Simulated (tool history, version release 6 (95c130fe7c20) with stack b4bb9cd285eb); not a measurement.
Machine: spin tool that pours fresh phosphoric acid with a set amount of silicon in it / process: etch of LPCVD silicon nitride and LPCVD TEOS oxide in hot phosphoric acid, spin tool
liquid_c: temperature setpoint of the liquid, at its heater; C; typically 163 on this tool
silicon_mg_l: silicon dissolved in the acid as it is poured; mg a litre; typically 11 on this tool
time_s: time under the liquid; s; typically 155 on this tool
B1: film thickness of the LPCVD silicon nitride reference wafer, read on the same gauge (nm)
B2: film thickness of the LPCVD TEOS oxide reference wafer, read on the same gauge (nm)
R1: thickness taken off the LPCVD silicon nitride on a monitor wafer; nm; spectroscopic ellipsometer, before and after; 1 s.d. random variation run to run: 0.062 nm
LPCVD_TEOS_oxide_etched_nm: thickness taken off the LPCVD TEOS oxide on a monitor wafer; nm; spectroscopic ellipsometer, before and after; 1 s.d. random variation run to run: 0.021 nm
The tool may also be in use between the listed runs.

Run 1, day 0: usual settings but liquid_c 165 C, silicon_mg_l 16 mg a litre; B1 139.94; B2 40.001. Result: R1 14.18 nm, LPCVD_TEOS_oxide_etched_nm 0.585 nm.
Run 2, day 0.321: usual settings; B1 140; B2 40.009. Result: R1 13.27 nm, LPCVD_TEOS_oxide_etched_nm 0.546 nm.
Run 3, day 0.592: usual settings but liquid_c 161.5 C, silicon_mg_l 8.5 mg a litre, time_s 120 s; B1 140; B2 39.964. Result: R1 9.82 nm, LPCVD_TEOS_oxide_etched_nm 0.416 nm.
Run 4, day 1.325: usual settings but liquid_c 165 C, silicon_mg_l 18.5 mg a litre, time_s 110 s; B1 139.98; B2 40.015. Result: R1 10.1 nm, LPCVD_TEOS_oxide_etched_nm 0.391 nm.
Run 5, day 1.708: usual settings but liquid_c 165.5 C, silicon_mg_l 6 mg a litre, time_s 95 s; B1 139.99; B2 39.997. Result: R1 8.85 nm, LPCVD_TEOS_oxide_etched_nm 0.45 nm.
Run 6, day 2.408: usual settings but liquid_c 162 C, silicon_mg_l 14.5 mg a litre, time_s 210 s; B1 140.01; B2 39.973. Result: R1 17.32 nm, LPCVD_TEOS_oxide_etched_nm 0.635 nm.
Run 7, day 2.7: usual settings but liquid_c 162 C; B1 139.97; B2 40.038. Result: R1 12.79 nm, LPCVD_TEOS_oxide_etched_nm 0.549 nm.
Run 8, day 3.092: usual settings but liquid_c 161.5 C, silicon_mg_l 5.5 mg a litre, time_s 245 s; B1 139.99; B2 40.021. Result: R1 20.06 nm, LPCVD_TEOS_oxide_etched_nm 0.885 nm.
Run 9, day 3.404: usual settings but liquid_c 162 C, time_s 205 s; B1 140.01; B2 39.995. Result: R1 16.91 nm, LPCVD_TEOS_oxide_etched_nm 0.704 nm.
Run 10, day 3.783: usual settings but liquid_c 161 C, time_s 110 s; B1 139.96; B2 40.023. Result: R1 8.79 nm, LPCVD_TEOS_oxide_etched_nm 0.329 nm.
Run 11, day 4.533: usual settings but silicon_mg_l 8.5 mg a litre; B1 139.99; B2 40.037. Result: R1 14.75 nm, LPCVD_TEOS_oxide_etched_nm 0.753 nm.
Run 12, day 5.171: usual settings but silicon_mg_l 7 mg a litre; B1 140.03; B2 39.959. Result: R1 14.68 nm, LPCVD_TEOS_oxide_etched_nm 0.755 nm.
Run 13, day 5.779: usual settings but liquid_c 164.5 C, silicon_mg_l 19 mg a litre, time_s 130 s; B1 140.06; B2 39.993. Result: R1 12.88 nm, LPCVD_TEOS_oxide_etched_nm 0.527 nm.
Run 14, day 6.1: usual settings but liquid_c 160 C; B1 139.96; B2 40.022. Result: R1 13.28 nm, LPCVD_TEOS_oxide_etched_nm 0.56 nm.
Run 15, day 7.717: usual settings but silicon_mg_l 9 mg a litre, time_s 225 s; B1 140.01; B2 39.959. Result: R1 21.38 nm, LPCVD_TEOS_oxide_etched_nm 1.056 nm.
Run 16, day 8.008: usual settings but time_s 220 s; B1 139.98; B2 39.991. Result: R1 20.85 nm, LPCVD_TEOS_oxide_etched_nm 1.035 nm.
Run 17, day 8.729: usual settings but time_s 65 s; B1 140.01; B2 40.007. Result: R1 6.18 nm, LPCVD_TEOS_oxide_etched_nm 0.289 nm.
Run 18, day 9.479: usual settings but liquid_c 164 C, silicon_mg_l 2 mg a litre, time_s 235 s; B1 140; B2 40.001. Result: R1 23.01 nm, LPCVD_TEOS_oxide_etched_nm 1.374 nm.
Run 19, day 10.108: usual settings but liquid_c 164 C; B1 140.01; B2 39.98. Result: R1 15.19 nm, LPCVD_TEOS_oxide_etched_nm 0.764 nm.
Run 20, day 10.817: usual settings but liquid_c 160.5 C, silicon_mg_l 16 mg a litre, time_s 210 s; B1 139.95; B2 39.985. Result: R1 18.27 nm, LPCVD_TEOS_oxide_etched_nm 0.7 nm.
Run 21, day 11.092: usual settings; B1 139.94; B2 40.006. Result: R1 14.57 nm, LPCVD_TEOS_oxide_etched_nm 0.697 nm.

Missing from the log above: 3 entries noted between runs. For each, name the pair of listed runs it sits between and say how the tool's hidden condition differs from the listed run just before to the listed run just after:
Between runs 5 and 6: heated supply line repaired (day 2.208)
  liquid colder than its thermometer reads (K): 3.1 -> 3.12
  measured value less the no-hidden-state value, R1: -0.95 -> -1.91 nm; LPCVD_TEOS_oxide_etched_nm: -0.114 -> -0.165 nm
Between runs 10 and 11: dissolved silicon flow meter replaced (day 4.038); thermometer replaced (day 4.196)
  liquid colder than its thermometer reads (K): 3.16 -> 0.0715
  measured value less the no-hidden-state value, R1: -0.98 -> -0.04 nm; LPCVD_TEOS_oxide_etched_nm: -0.087 -> -0.004 nm
